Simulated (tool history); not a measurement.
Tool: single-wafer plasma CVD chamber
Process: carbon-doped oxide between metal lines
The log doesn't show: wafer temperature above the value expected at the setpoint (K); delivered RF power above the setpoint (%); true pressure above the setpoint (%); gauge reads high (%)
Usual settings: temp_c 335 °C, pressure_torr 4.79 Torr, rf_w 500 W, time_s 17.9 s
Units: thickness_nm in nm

run     day  temp_c  pressure_torr  rf_w  time_s  wafers since the last listed run  hours since the last thermocouple change  hours since the last RF generator calibration  hours since the last manometer calibration  hours since the showerhead was replaced  hours since the gauge calibration  read-back reference wafer on the same gauge, thickness_nm  thickness_nm
  1   0.000     335           3.87   500    17.9                                 0                                    2736.5                                           43.7                                      2185.1                                   6613.8                              441.3                                                    102.496        86.323
      0.362  -- showerhead replaced
  2   0.462     335           3.87   500    17.9                                63                                    2747.6                                           54.8                                      2196.2                                      2.4                              452.4                                                    102.488        86.606
  3   1.012     335           4.79   500    17.9                               271                                    2760.8                                           68.0                                      2209.4                                     15.6                              465.6                                                    102.488        89.722
  4   1.433     335           4.79   500    17.9                               208                                    2770.9                                           78.1                                      2219.5                                     25.7                              475.7                                                    102.457        90.038
      2.321  -- thermocouple changed; heater temperature recalibrated
  5   2.342     335           4.79   540    17.9                               284                                       0.5                                           99.9                                      2241.3                                     47.5                              497.5                                                    102.520        93.367
  6   2.600     323           5.12   455    14.5                               127                                       6.7                                          106.1                                      2247.5                                     53.7                              503.7                                                    102.494        70.469
  7   3.142     335           4.79   500    17.9                               267                                      19.7                                          119.1                                      2260.5                                     66.7                              516.7                                                    102.484        87.889
  8   3.879     346           4.79   550    17.9                               364                                      37.4                                          136.8                                      2278.2                                     84.4                              534.4                                                    102.508        90.853
  9   4.258     321           4.36   430    17.9                               187                                      46.5                                          145.9                                      2287.3                                     93.5                              543.5                                                    102.524        80.317
      4.704  -- capacitance manometer re-zeroed and calibrated
 10   6.079     335           4.79   500    17.9                               735                                      90.2                                          189.6                                        33.0                                    137.2                              587.2                                                    102.522        87.786
 11   6.688     335           5.48   500    17.9                               300                                     104.8                                          204.2                                        47.6                                    151.8                              601.8                                                    102.496        89.889
 12   7.292     347           4.79   580    17.9                               298                                     119.3                                          218.7                                        62.1                                    166.3                              616.3                                                    102.512        94.388
 13   7.738     335           4.79   500    17.9                               220                                     130.0                                          229.4                                        72.8                                    177.0                              627.0                                                    102.511        87.716
 14   8.238     335           4.79   570    17.9                               247                                     142.0                                          241.4                                        84.8                                    189.0                              639.0                                                    102.480        96.748
 15   8.608     324           4.79   500    20.1                               183                                     150.9                                          250.3                                        93.7                                    197.9                              647.9                                                    102.511       102.555
 16   9.079     335           4.79   595    14.6                               232                                     162.2                                          261.6                                       105.0                                    209.2                              659.2                                                    102.542        81.721
 17   9.675     347           4.79   570    16.7                               294                                     176.5                                          275.9                                       119.3                                    223.5                              673.5                                                    102.457        87.035
     10.238  -- gauge calibrated
 18  10.388     335           5.54   575    21.0                               352                                     193.6                                          293.0                                       136.4                                    240.6                                3.6                                                    102.526       117.048
 19  11.017     335           4.79   500    17.9                               311                                     208.7                                          308.1                                       151.5                                    255.7                               18.7                                                    102.477        87.428
 20  11.312     350           4.79   500    17.9                               146                                     215.8                                          315.2                                       158.6                                    262.8                               25.8                                                    102.484        83.446
 21  11.771     339           5.12   500    14.3                               226                                     226.8                                          326.2                                       169.6                                    273.8                               36.8                                                    102.511        69.995
 22  12.412     344           4.79   500    15.0                               317                                     242.2                                          341.6                                       185.0                                    289.2                               52.2                                                    102.527        71.110
 23  12.721     340           4.79   500    17.9                               152                                     249.6                                          349.0                                       192.4                                    296.6                               59.6                                                    102.510        86.164
 24  13.092     335           3.92   500    17.9                               183                                     258.5                                          357.9                                       201.3                                    305.5                               68.5                                                    102.507        84.430
 25  13.446     335           4.79   500    17.9                               175                                     267.0                                          366.4                                       209.8                                    314.0                               77.0                                                    102.477        87.682
 26  13.729     320           4.12   500    19.0                               140                                     273.8                                          373.2                                       216.6                                    320.8                               83.8                                                    102.482        96.193
 27  15.362     335           4.79   500    16.5                               807                                     313.0                                          412.4                                       255.8                                    360.0                              123.0                                                    102.543        80.935
 28  15.638     335           4.40   590    17.9                               135                                     319.6                                          419.0                                       262.4                                    366.6                              129.6                                                    102.487        97.129

5 ways to go on from here, each from the tool as it stands after run 28. What would each give?
  A  15.654     335           4.79   500    17.9                                 8                                     320.0                                          419.4                                       262.8                                    367.0                              130.0                                                          ?             ?
  B  15.654     340           4.79   455    16.9                                 8                                     320.0                                          419.4                                       262.8                                    367.0                              130.0                                                          ?             ?
  C  15.654     335           4.47   500    15.1                                 8                                     320.0                                          419.4                                       262.8                                    367.0                              130.0                                                          ?             ?
  D  15.654     339           5.87   500    20.1                                 8                                     320.0                                          419.4                                       262.8                                    367.0                              130.0                                                          ?             ?
  E  15.654     335           4.12   500    17.9                                 8                                     320.0                                          419.4                                       262.8                                    367.0                              130.0                                                          ?             ?

run  read-back reference wafer on the same gauge, thickness_nm  thickness_nm
  A                                                    102.476        87.739
  B                                                    102.476        75.311
  C                                                    102.476        73.289
  D                                                    102.476       100.054
  E                                                    102.476        85.342
Without the tool's hidden state the same runs would have given:
run  thickness_nm
  A        88.701
  B        76.239
  C        74.092
  D       101.148
  E        86.278
